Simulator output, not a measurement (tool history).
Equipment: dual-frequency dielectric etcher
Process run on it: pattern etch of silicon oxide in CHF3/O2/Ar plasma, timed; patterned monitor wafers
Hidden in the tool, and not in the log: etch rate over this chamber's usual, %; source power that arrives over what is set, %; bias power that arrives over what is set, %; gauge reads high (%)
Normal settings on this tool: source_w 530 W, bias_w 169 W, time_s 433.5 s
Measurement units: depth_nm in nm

| run | day | source_w | bias_w | time_s | wafers since the last listed run | hours since the last wet clean | hours since the last source power generator calibration | hours since the last bias power generator calibration | hours since the last upper electrode change | hours since the gauge calibration | read-back reference wafer on the same gauge, depth_nm | depth_nm |
|---|---|---|---|---|---|---|---|---|---|---|---|---|
| 1 | 0.000 | 530 | 169 | 433.5 | 0 | 547.4 | 1663.8 | 1825.7 | 346.4 | 1442.2 | 884.0 | 813.7 |
|  | 1.992 | bias power generator calibrated |
| 2 | 2.154 | 530 | 169 | 433.5 | 187 | 599.1 | 1715.5 | 3.9 | 398.1 | 1493.9 | 884.5 | 827.5 |
|  | 2.312 | gauge calibrated |
|  | 4.717 | wet clean of the chamber |
| 3 | 4.738 | 530 | 169 | 433.5 | 149 | 0.5 | 1777.5 | 65.9 | 460.1 | 58.2 | 882.2 | 766.6 |
| 4 | 7.333 | 560 | 169 | 468.5 | 245 | 62.8 | 1839.8 | 128.2 | 522.4 | 120.5 | 884.1 | 853.9 |
|  | 9.679 | source power generator calibrated |
| 5 | 10.292 | 560 | 169 | 468.5 | 263 | 133.8 | 14.7 | 199.2 | 593.4 | 191.5 | 884.2 | 849.1 |
| 6 | 12.121 | 530 | 169 | 482.0 | 172 | 177.7 | 58.6 | 243.1 | 637.3 | 235.4 | 883.6 | 874.2 |
| 7 | 13.504 | 530 | 191 | 433.5 | 130 | 210.9 | 91.8 | 276.3 | 670.5 | 268.6 | 882.3 | 829.1 |
| 8 | 15.583 | 420 | 182 | 313.0 | 196 | 260.8 | 141.7 | 326.2 | 720.4 | 318.5 | 883.8 | 548.5 |
| 9 | 17.283 | 530 | 131 | 338.0 | 160 | 301.6 | 182.5 | 367.0 | 761.2 | 359.3 | 884.4 | 545.1 |
| 10 | 19.638 | 570 | 169 | 433.5 | 222 | 358.1 | 239.0 | 423.5 | 817.7 | 415.8 | 884.1 | 818.0 |
| 11 | 22.400 | 660 | 151 | 304.5 | 260 | 424.4 | 305.3 | 489.8 | 884.0 | 482.1 | 883.1 | 570.1 |
| 12 | 24.504 | 650 | 169 | 369.0 | 198 | 474.9 | 355.8 | 540.3 | 934.5 | 532.6 | 883.7 | 732.6 |
| 13 | 25.946 | 530 | 169 | 433.5 | 136 | 509.5 | 390.4 | 574.9 | 969.1 | 567.2 | 883.4 | 805.8 |
| 14 | 27.688 | 530 | 169 | 433.5 | 164 | 551.3 | 432.2 | 616.7 | 1010.9 | 609.0 | 883.4 | 817.1 |
| 15 | 29.292 | 530 | 169 | 433.5 | 151 | 589.8 | 470.7 | 655.2 | 1049.4 | 647.5 | 884.6 | 808.8 |
|  | 31.479 | wet clean of the chamber |
| 16 | 31.500 | 600 | 200 | 327.0 | 114 | 0.5 | 523.7 | 708.2 | 1102.4 | 700.5 | 883.8 | 657.3 |
| 17 | 32.446 | 400 | 158 | 363.5 | 89 | 23.2 | 546.4 | 730.9 | 1125.1 | 723.2 | 883.9 | 578.0 |
| 18 | 35.375 | 600 | 204 | 357.5 | 276 | 93.5 | 616.7 | 801.2 | 1195.4 | 793.5 | 885.5 | 733.2 |
| 19 | 36.433 | 410 | 169 | 332.0 | 99 | 118.9 | 642.1 | 826.6 | 1220.8 | 818.9 | 883.8 | 554.9 |
| 20 | 38.008 | 530 | 169 | 433.5 | 148 | 156.7 | 679.9 | 864.4 | 1258.6 | 856.7 | 884.1 | 789.9 |
| 21 | 39.183 | 580 | 169 | 433.5 | 110 | 184.9 | 708.1 | 892.6 | 1286.8 | 884.9 | 884.5 | 812.9 |
| 22 | 40.750 | 420 | 190 | 543.5 | 147 | 222.5 | 745.7 | 930.2 | 1324.4 | 922.5 | 883.8 | 973.8 |
| 23 | 43.083 | 530 | 169 | 433.5 | 220 | 278.5 | 801.7 | 986.2 | 1380.4 | 978.5 | 883.2 | 787.3 |
| 24 | 45.771 | 530 | 169 | 433.5 | 253 | 343.0 | 866.2 | 1050.7 | 1444.9 | 1043.0 | 884.9 | 790.9 |
| 25 | 48.058 | 530 | 169 | 433.5 | 216 | 397.9 | 921.1 | 1105.6 | 1499.8 | 1097.9 | 884.2 | 794.3 |
| 26 | 49.633 | 530 | 169 | 433.5 | 148 | 435.7 | 958.9 | 1143.4 | 1537.6 | 1135.7 | 882.9 | 805.8 |
| 27 | 50.975 | 460 | 169 | 433.5 | 126 | 467.9 | 991.1 | 1175.6 | 1569.8 | 1167.9 | 883.0 | 771.0 |

Run 28 comes next. What will it give?
| 28 | 53.908 | 440 | 169 | 493.0 | 277 | 538.3 | 1061.5 | 1246.0 | 1640.2 | 1238.3 | ? | ? |

{"run 28": {"read-back reference wafer on the same gauge, depth_nm": 884.7, "depth_nm": 876.9}}
On a tool with no hidden condition, and with the same random variation, this run would have come out at depth_nm 840.9 nm.
